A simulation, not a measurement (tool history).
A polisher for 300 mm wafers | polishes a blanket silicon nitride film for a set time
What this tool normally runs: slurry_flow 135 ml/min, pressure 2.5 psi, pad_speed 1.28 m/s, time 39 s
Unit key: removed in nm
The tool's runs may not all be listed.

run    hour  slurry_flow  pressure  pad_speed  time  wafers since the last listed run  wafers polished on this pad  hours since the slurry nozzle was cleaned  hours since the head pressure was calibrated  incoming thickness of the incoming film, nm  removed
  1     0.0          135       2.5       1.28    39                                 0                         4268                                      216.7                                         339.0                                        560.2     71.0
  2    61.8          135       2.5       1.28    39                               728                         4996                                      278.5                                         400.8                                        552.9     70.2
  3   107.5          135       2.0       1.28    39                               538                         5535                                      324.2                                         446.5                                        562.6     60.0
      126.3  -- worn pad replaced by a new one
      128.6  -- head pressure recalibrated
  4   154.3          135       2.5       1.28    39                               480                          306                                      371.0                                          25.7                                        562.0     71.2
  5   199.3          135       2.5       1.28    39                               530                          836                                      416.0                                          70.7                                        570.8     68.5
  6   242.4          135       2.5       1.28    39                               508                         1344                                      459.1                                         113.8                                        560.3     69.1
  7   301.5          135       2.5       1.44    39                               696                         2041                                      518.2                                         172.9                                        568.5     75.4
  8   335.6          135       2.5       1.28    39                               401                         2443                                      552.3                                         207.0                                        556.7     68.1
  9   365.1          135       2.5       1.28    39                               347                         2791                                      581.8                                         236.5                                        565.7     68.8
 10   391.0          135       2.5       1.28    39                               305                         3096                                      607.7                                         262.4                                        552.0     67.4
      397.7  -- slurry nozzle cleaned
 11   445.4          135       2.5       1.28    39                               629                         3725                                       47.7                                         316.8                                        559.8     71.7
 12   506.1          135       2.5       1.28    39                               715                         4441                                      108.4                                         377.5                                        556.5     71.2
 13   563.1          135       2.5       1.42    39                               671                         5113                                      165.4                                         434.5                                        563.6     76.9
      579.0  -- head pressure recalibrated
 14   601.4          100       2.5       1.18    39                               427                         5540                                      203.7                                          22.4                                        560.2     62.5
      662.5  -- worn pad replaced by a new one
 15   663.0          135       2.5       1.28    39                               678                            5                                      265.3                                          84.0                                        560.1     71.1
 16   731.7          175       3.0       1.60    39                               809                          815                                      334.0                                         152.7                                        561.5    102.0
 17   942.3          115       2.5       0.98    32                              2482                         3297                                      544.6                                         363.3                                        564.0     45.3
 18   970.5          135       2.5       1.28    25                               332                         3630                                      572.8                                         391.5                                        564.7     42.9
      999.6  -- slurry nozzle cleaned
 19  1016.7          135       1.9       1.48    39                               532                         4162                                       17.1                                         437.7                                        564.6     65.0
     1054.1  -- head pressure recalibrated
 20  1065.1          175       2.5       1.28    39                               546                         4709                                       65.5                                          11.0                                        555.1     74.6
 21  1094.8          135       2.5       1.28    39                               350                         5059                                       95.2                                          40.7                                        566.1     71.0
 22  1152.7          135       2.5       1.28    39                               682                         5742                                      153.1                                          98.6                                        563.4     71.8
     1165.6  -- worn pad replaced by a new one
 23  1222.7          135       2.5       1.28    25                               777                          673                                      223.1                                         168.6                                        561.3     44.6
 24  1252.0          135       2.5       0.88    28                               345                         1018                                      252.4                                         197.9                                        566.2     39.5
 25  1309.3          135       2.5       1.28    39                               675                         1693                                      309.7                                         255.2                                        569.4     69.5
 26  1345.7          135       2.5       0.96    31                               429                         2123                                      346.1                                         291.6                                        570.5     45.2
 27  1397.6          100       2.5       0.96    39                               611                         2734                                      398.0                                         343.5                                        567.4     52.3
 28  1424.5          135       2.5       1.46    28                               317                         3051                                      424.9                                         370.4                                        568.3     54.5
     1476.9  -- head pressure recalibrated
 29  1491.9          110       3.0       1.54    39                               770                         3822                                      492.3                                          15.0                                        569.3     85.7
     1515.5  -- slurry nozzle cleaned
 30  1561.3          100       2.5       1.28    39                               806                         4628                                       45.8                                          84.4                                        559.4     67.9
 31  1632.1          135       1.7       1.62    39                               834                         5463                                      116.6                                         155.2                                        555.6     64.3
     1662.7  -- worn pad replaced by a new one
 32  1684.9          135       2.5       1.28    39                               575                          261                                      169.4                                         208.0                                        558.1     73.2
 33  1755.0          135       1.7       1.28    39                               826                         1087                                      239.5                                         278.1                                        563.5     53.5
 34  1807.8          135       2.5       1.28    51                               622                         1710                                      292.3                                         330.9                                        565.9     89.5
 35  1837.6          170       2.5       1.28    39                               351                         2061                                      322.1                                         360.7                                        561.6     73.4
 36  1899.3          135       3.3       1.28    39                               727                         2788                                      383.8                                         422.4                                        559.5     86.0

Here are 5 independent what-if runs from the current tool condition. What would each one return?
  A  1899.7          135       2.5       1.28    39                                 4                         2793                                      384.2                                         422.8                                        562.1        ?
  B  1899.7          135       2.5       1.66    39                                 4                         2793                                      384.2                                         422.8                                        562.1        ?
  C  1899.7          135       2.8       1.28    39                                 4                         2793                                      384.2                                         422.8                                        562.1        ?
  D  1899.7          135       3.2       1.28    39                                 4                         2793                                      384.2                                         422.8                                        562.1        ?
  E  1899.7          160       3.3       1.70    51                                 4                         2793                                      384.2                                         422.8                                        562.1        ?

run  removed
  A     69.8
  B     83.8
  C     76.2
  D     84.6
  E    143.7
Without the tool's hidden state the same runs would have given:
run  removed
  A     72.8
  B     87.4
  C     79.4
  D     88.2
  E    148.9
